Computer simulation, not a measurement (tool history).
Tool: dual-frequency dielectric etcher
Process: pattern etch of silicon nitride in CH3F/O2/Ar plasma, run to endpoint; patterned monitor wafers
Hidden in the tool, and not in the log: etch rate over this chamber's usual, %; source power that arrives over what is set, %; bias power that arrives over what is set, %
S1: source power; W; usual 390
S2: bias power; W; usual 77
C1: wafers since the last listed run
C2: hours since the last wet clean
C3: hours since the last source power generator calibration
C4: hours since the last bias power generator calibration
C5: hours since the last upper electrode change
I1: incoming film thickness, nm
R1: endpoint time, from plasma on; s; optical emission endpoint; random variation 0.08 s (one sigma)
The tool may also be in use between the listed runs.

run,hour,S1,S2,C1,C2,C3,C4,C5,I1,R1
1,0.0,390,82,0,406.3,842.8,2932.9,2567.3,18.44,25.9
# hour 60.9: wet clean of the chamber
2,103.1,350,77,948,42.2,945.9,3036.0,2670.4,18.50,27.7
3,139.2,350,77,433,78.3,982.0,3072.1,2706.5,18.58,27.8
4,244.0,350,77,1257,183.1,1086.8,3176.9,2811.3,18.46,27.4
5,294.0,430,87,599,233.1,1136.8,3226.9,2861.3,18.42,24.7
# hour 466.0: wet clean of the chamber
6,512.4,390,88,2331,46.4,1355.2,3445.3,3079.7,18.35,25.6
7,551.4,390,88,467,85.4,1394.2,3484.3,3118.7,18.56,25.7
# hour 620.4: upper electrode replaced
8,622.1,390,77,560,156.1,1464.9,3555.0,1.7,18.58,26.8
9,691.9,390,59,837,225.9,1534.7,3624.8,71.5,18.53,28.8
# hour 756.0: source power generator calibrated
10,763.3,390,91,808,297.3,7.3,3696.2,142.9,18.60,25.1
11,830.4,460,95,804,364.4,74.4,3763.3,210.0,18.52,23.4
# hour 843.7: bias power generator calibrated
# hour 903.5: wet clean of the chamber
12,904.0,390,77,546,0.5,148.0,60.3,283.6,18.47,26.8
13,998.9,390,70,1138,95.4,242.9,155.2,378.5,18.60,27.5
14,1081.6,390,85,992,178.1,325.6,237.9,461.2,18.70,26.0
15,1124.0,440,93,508,220.5,368.0,280.3,503.6,18.39,23.8
16,1222.3,390,77,1179,318.8,466.3,378.6,601.9,18.53,26.4
17,1273.0,390,91,608,369.5,517.0,429.3,652.6,18.37,24.9

3 ways to go on from here, each from the tool as it stands after run 17. What would each give?
A,1273.4,390,77,4,369.9,517.4,429.7,653.0,18.64,?
B,1273.4,430,93,4,369.9,517.4,429.7,653.0,18.64,?
C,1273.4,440,72,4,369.9,517.4,429.7,653.0,18.64,?

run,R1
A,26.6
B,24.4
C,26.2
Without the tool's hidden state the same runs would have given:
run,R1
A,27.0
B,24.8
C,26.6
